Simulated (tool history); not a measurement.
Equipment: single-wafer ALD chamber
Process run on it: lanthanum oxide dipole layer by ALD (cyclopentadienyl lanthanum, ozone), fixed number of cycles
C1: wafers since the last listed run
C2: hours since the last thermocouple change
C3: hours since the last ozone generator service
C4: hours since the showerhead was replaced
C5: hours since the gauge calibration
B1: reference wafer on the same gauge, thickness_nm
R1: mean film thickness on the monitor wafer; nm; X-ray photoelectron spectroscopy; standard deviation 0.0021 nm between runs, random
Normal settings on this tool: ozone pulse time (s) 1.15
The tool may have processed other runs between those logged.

run 1 hour=0 | ozone_pulse_time_(s)=1.15 | C1=0 C2=595.4 C3=1479.9 C4=3872.3 C5=403.9 | B1=0.401 | R1=0.418
run 2 hour=14.7 | ozone_pulse_time_(s)=1.15 | C1=198 C2=610.1 C3=1494.6 C4=3887 C5=418.6 | B1=0.401 | R1=0.423
run 3 hour=32.1 | ozone_pulse_time_(s)=1.25 | C1=234 C2=627.5 C3=1512 C4=3904.4 C5=436 | B1=0.401 | R1=0.429
run 4 hour=43.3 | ozone_pulse_time_(s)=1.25 | C1=150 C2=638.7 C3=1523.2 C4=3915.6 C5=447.2 | B1=0.401 | R1=0.428
run 5 hour=52.6 | ozone_pulse_time_(s)=1.15 | C1=125 C2=648 C3=1532.5 C4=3924.9 C5=456.5 | B1=0.401 | R1=0.419
run 6 hour=65.2 | ozone_pulse_time_(s)=1.15 | C1=169 C2=660.6 C3=1545.1 C4=3937.5 C5=469.1 | B1=0.401 | R1=0.42
run 7 hour=75.7 | ozone_pulse_time_(s)=1.15 | C1=141 C2=671.1 C3=1555.6 C4=3948 C5=479.6 | B1=0.401 | R1=0.42
run 8 hour=89.5 | ozone_pulse_time_(s)=0.92 | C1=185 C2=684.9 C3=1569.4 C4=3961.8 C5=493.4 | B1=0.401 | R1=0.394
run 9 hour=97.4 | ozone_pulse_time_(s)=0.92 | C1=106 C2=692.8 C3=1577.3 C4=3969.7 C5=501.3 | B1=0.401 | R1=0.396
run 10 hour=110.1 | ozone_pulse_time_(s)=1.15 | C1=171 C2=705.5 C3=1590 C4=3982.4 C5=514 | B1=0.401 | R1=0.418
run 11 hour=121.7 | ozone_pulse_time_(s)=1.15 | C1=156 C2=717.1 C3=1601.6 C4=3994 C5=525.6 | B1=0.401 | R1=0.419
run 12 hour=135.8 | ozone_pulse_time_(s)=1.15 | C1=189 C2=731.2 C3=1615.7 C4=4008.1 C5=539.7 | B1=0.401 | R1=0.419
run 13 hour=147.6 | ozone_pulse_time_(s)=1.44 | C1=158 C2=743 C3=1627.5 C4=4019.9 C5=551.5 | B1=0.401 | R1=0.442
run 14 hour=155 | ozone_pulse_time_(s)=1.15 | C1=99 C2=750.4 C3=1634.9 C4=4027.3 C5=558.9 | B1=0.401 | R1=0.417
-- hour=163.1 showerhead replaced
run 15 hour=166.1 | ozone_pulse_time_(s)=1.47 | C1=41 C2=761.5 C3=1646 C4=3 C5=570 | B1=0.401 | R1=0.444
run 16 hour=173.1 | ozone_pulse_time_(s)=0.92 | C1=94 C2=768.5 C3=1653 C4=10 C5=577 | B1=0.401 | R1=0.397
-- hour=182.4 gauge calibrated
run 17 hour=184.2 | ozone_pulse_time_(s)=1.01 | C1=149 C2=779.6 C3=1664.1 C4=21.1 C5=1.8 | B1=0.401 | R1=0.407
run 18 hour=195.9 | ozone_pulse_time_(s)=1.15 | C1=157 C2=791.3 C3=1675.8 C4=32.8 C5=13.5 | B1=0.401 | R1=0.417
run 19 hour=238.8 | ozone_pulse_time_(s)=1.49 | C1=578 C2=834.2 C3=1718.7 C4=75.7 C5=56.4 | B1=0.401 | R1=0.445
run 20 hour=249.8 | ozone_pulse_time_(s)=0.97 | C1=148 C2=845.2 C3=1729.7 C4=86.7 C5=67.4 | B1=0.401 | R1=0.404
run 21 hour=256.3 | ozone_pulse_time_(s)=1.29 | C1=87 C2=851.7 C3=1736.2 C4=93.2 C5=73.9 | B1=0.401 | R1=0.431
-- hour=305.9 thermocouple changed; heater temperature recalibrated
run 22 hour=307.2 | ozone_pulse_time_(s)=0.9 | C1=578 C2=1.3 C3=1787.1 C4=144.1 C5=124.8 | B1=0.401 | R1=0.394
run 23 hour=314.7 | ozone_pulse_time_(s)=1.46 | C1=101 C2=8.8 C3=1794.6 C4=151.6 C5=132.3 | B1=0.401 | R1=0.443
run 24 hour=325.5 | ozone_pulse_time_(s)=1.15 | C1=145 C2=19.6 C3=1805.4 C4=162.4 C5=143.1 | B1=0.401 | R1=0.42
run 25 hour=336.4 | ozone_pulse_time_(s)=1.15 | C1=146 C2=30.5 C3=1816.3 C4=173.3 C5=154 | B1=0.401 | R1=0.419
-- hour=347 ozone generator serviced
run 26 hour=353.9 | ozone_pulse_time_(s)=1.15 | C1=128 C2=48 C3=6.9 C4=190.8 C5=171.5 | B1=0.401 | R1=0.456
run 27 hour=368.7 | ozone_pulse_time_(s)=1.15 | C1=199 C2=62.8 C3=21.7 C4=205.6 C5=186.3 | B1=0.401 | R1=0.455
run 28 hour=383.4 | ozone_pulse_time_(s)=1.34 | C1=198 C2=77.5 C3=36.4 C4=220.3 C5=201 | B1=0.401 | R1=0.464
run 29 hour=398.8 | ozone_pulse_time_(s)=0.94 | C1=207 C2=92.9 C3=51.8 C4=235.7 C5=216.4 | B1=0.401 | R1=0.438
run 30 hour=411.3 | ozone_pulse_time_(s)=1.59 | C1=168 C2=105.4 C3=64.3 C4=248.2 C5=228.9 | B1=0.401 | R1=0.476
run 31 hour=422.7 | ozone_pulse_time_(s)=0.84 | C1=153 C2=116.8 C3=75.7 C4=259.6 C5=240.3 | B1=0.401 | R1=0.425
run 32 hour=436.8 | ozone_pulse_time_(s)=1 | C1=189 C2=130.9 C3=89.8 C4=273.7 C5=254.4 | B1=0.401 | R1=0.44
run 33 hour=451.2 | ozone_pulse_time_(s)=1.32 | C1=194 C2=145.3 C3=104.2 C4=288.1 C5=268.8 | B1=0.401 | R1=0.463
run 34 hour=461.9 | ozone_pulse_time_(s)=1.15 | C1=144 C2=156 C3=114.9 C4=298.8 C5=279.5 | B1=0.401 | R1=0.449
run 35 hour=476.8 | ozone_pulse_time_(s)=0.86 | C1=200 C2=170.9 C3=129.8 C4=313.7 C5=294.4 | B1=0.401 | R1=0.426

Hidden state, per run?
wafer temperature above the value expected at the setpoint (K): 0 across all the runs
gauge reads high (%): 0 across all the runs
H1: ozone dose above that of a generator just serviced (%)
run=1 H1=-36.8
run=2 H1=-36.8
run=3 H1=-36.9
run=4 H1=-37
run=5 H1=-37
run=6 H1=-37.1
run=7 H1=-37.1
run=8 H1=-37.2
run=9 H1=-37.2
run=10 H1=-37.3
run=11 H1=-37.3
run=12 H1=-37.4
run=13 H1=-37.4
run=14 H1=-37.4
run=15 H1=-37.5
run=16 H1=-37.5
run=17 H1=-37.6
run=18 H1=-37.6
run=19 H1=-37.7
run=20 H1=-37.8
run=21 H1=-37.8
run=22 H1=-38
run=23 H1=-38
run=24 H1=-38
run=25 H1=-38
run=26 H1=-3.69
run=27 H1=-4.6
run=28 H1=-5.48
run=29 H1=-6.38
run=30 H1=-7.1
run=31 H1=-7.73
run=32 H1=-8.51
run=33 H1=-9.27
run=34 H1=-9.83
run=35 H1=-10.6

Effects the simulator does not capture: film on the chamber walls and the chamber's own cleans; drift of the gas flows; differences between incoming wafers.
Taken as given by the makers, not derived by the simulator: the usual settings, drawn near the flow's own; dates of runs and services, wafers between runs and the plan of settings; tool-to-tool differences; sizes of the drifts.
